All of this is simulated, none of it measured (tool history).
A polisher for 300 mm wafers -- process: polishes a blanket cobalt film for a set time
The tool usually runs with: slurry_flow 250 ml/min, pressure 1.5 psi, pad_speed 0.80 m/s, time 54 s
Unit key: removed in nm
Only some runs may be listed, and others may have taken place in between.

run	hour	slurry_flow	pressure	pad_speed	time	wafers since the last listed run	wafers polished on this pad	hours since the slurry nozzle was cleaned	hours since the head pressure was calibrated	incoming thickness of the incoming film, nm	removed
1	0.0	250	1.5	0.80	54	0	2574	474.6	51.7	1193.0	142.3
# hour 111.4: slurry nozzle cleaned
2	166.6	250	1.5	0.80	54	2159	4734	55.2	218.3	1155.7	139.4
3	206.7	250	1.5	0.80	54	522	5256	95.3	258.4	1174.0	138.0
4	337.1	250	1.5	0.80	54	1700	6957	225.7	388.8	1193.7	136.9
5	383.2	250	1.5	0.80	54	601	7558	271.8	434.9	1187.4	137.7
# hour 398.5: worn pad replaced by a new one
6	412.5	250	1.5	0.80	54	329	183	301.1	464.2	1179.1	149.4
7	437.5	250	1.5	0.80	54	325	509	326.1	489.2	1178.1	147.3
8	482.1	250	1.5	0.80	54	581	1090	370.7	533.8	1202.5	145.0
9	506.8	250	1.5	0.80	54	322	1412	395.4	558.5	1186.5	145.7
10	553.6	250	1.5	0.80	54	610	2022	442.2	605.3	1179.6	140.9
11	612.2	250	1.5	0.80	54	764	2787	500.8	663.9	1191.2	139.2
12	665.7	250	1.8	0.80	65	697	3484	554.3	717.4	1175.8	201.4
13	713.7	250	1.1	0.80	54	625	4110	602.3	765.4	1178.0	102.7
14	756.5	300	1.5	0.80	54	558	4668	645.1	808.2	1183.0	139.7
# hour 758.5: slurry nozzle cleaned
# hour 798.1: head pressure recalibrated
15	809.9	300	1.5	0.80	54	657	5325	51.4	11.8	1167.3	139.8
16	847.1	250	1.5	0.80	54	485	5810	88.6	49.0	1196.8	136.6
# hour 988.6: worn pad replaced by a new one
17	1023.8	250	1.3	0.70	54	2251	459	265.3	225.7	1201.7	110.4
18	1072.4	280	1.5	0.58	54	633	1092	313.9	274.3	1182.6	104.5
19	1136.1	250	1.5	0.80	54	830	1923	377.6	338.0	1189.1	141.5
20	1163.9	220	1.8	0.80	48	362	2285	405.4	365.8	1194.2	147.7
21	1233.7	250	1.5	0.80	54	910	3196	475.2	435.6	1200.0	139.4
22	1290.7	250	1.5	0.80	59	743	3939	532.2	492.6	1170.0	150.2
23	1339.2	250	1.3	0.80	64	632	4571	580.7	541.1	1197.1	141.4
24	1408.9	250	1.5	0.80	54	908	5480	650.4	610.8	1162.3	134.4
25	1464.6	250	1.5	0.80	59	726	6207	706.1	666.5	1187.0	147.8
# hour 1472.7: slurry nozzle cleaned
# hour 1513.1: worn pad replaced by a new one
26	1522.6	250	1.5	0.64	63	691	124	49.9	724.5	1163.4	137.4
# hour 1580.9: head pressure recalibrated
27	1642.6	285	1.8	0.64	66	1538	1663	169.9	61.7	1168.6	171.6
28	1670.3	250	1.5	0.80	48	361	2024	197.6	89.4	1186.8	125.6
29	1704.6	250	1.7	1.06	54	447	2471	231.9	123.7	1181.7	208.5
30	1756.1	250	1.5	0.80	54	671	3143	283.4	175.2	1194.0	137.7
31	1823.8	200	1.8	0.64	62	882	4025	351.1	242.9	1190.4	150.0
32	1884.2	250	1.8	1.00	66	787	4813	411.5	303.3	1176.4	256.2
33	1928.6	215	1.9	0.80	54	578	5392	455.9	347.7	1192.9	169.3
# hour 2066.9: worn pad replaced by a new one
34	2143.7	250	1.5	0.80	43	2752	1001	671.0	562.8	1178.7	116.5
# hour 2154.2: slurry nozzle cleaned
35	2186.3	250	1.5	0.80	54	542	1544	32.1	605.4	1180.4	140.4
36	2242.4	205	1.0	0.66	54	731	2275	88.2	661.5	1160.6	77.2
37	2294.7	180	1.5	0.80	54	681	2957	140.5	713.8	1191.5	137.1
38	2338.2	335	1.5	0.80	54	567	3524	184.0	757.3	1171.7	140.6

Each row is a separate what-if for the run after 38, all from the same tool condition, not one after another. Results?
A	2338.6	250	1.3	0.80	54	5	3530	184.4	757.7	1188.6	?
B	2338.6	250	1.5	0.80	46	5	3530	184.4	757.7	1188.6	?
C	2338.6	285	1.5	0.54	36	5	3530	184.4	757.7	1188.6	?

run	removed
A	117.8
B	115.8
C	61.7
The same runs, with their run-to-run variation unchanged, on a tool lacking any hidden condition would have given:
run	removed
A	127.2
B	125.0
C	66.6
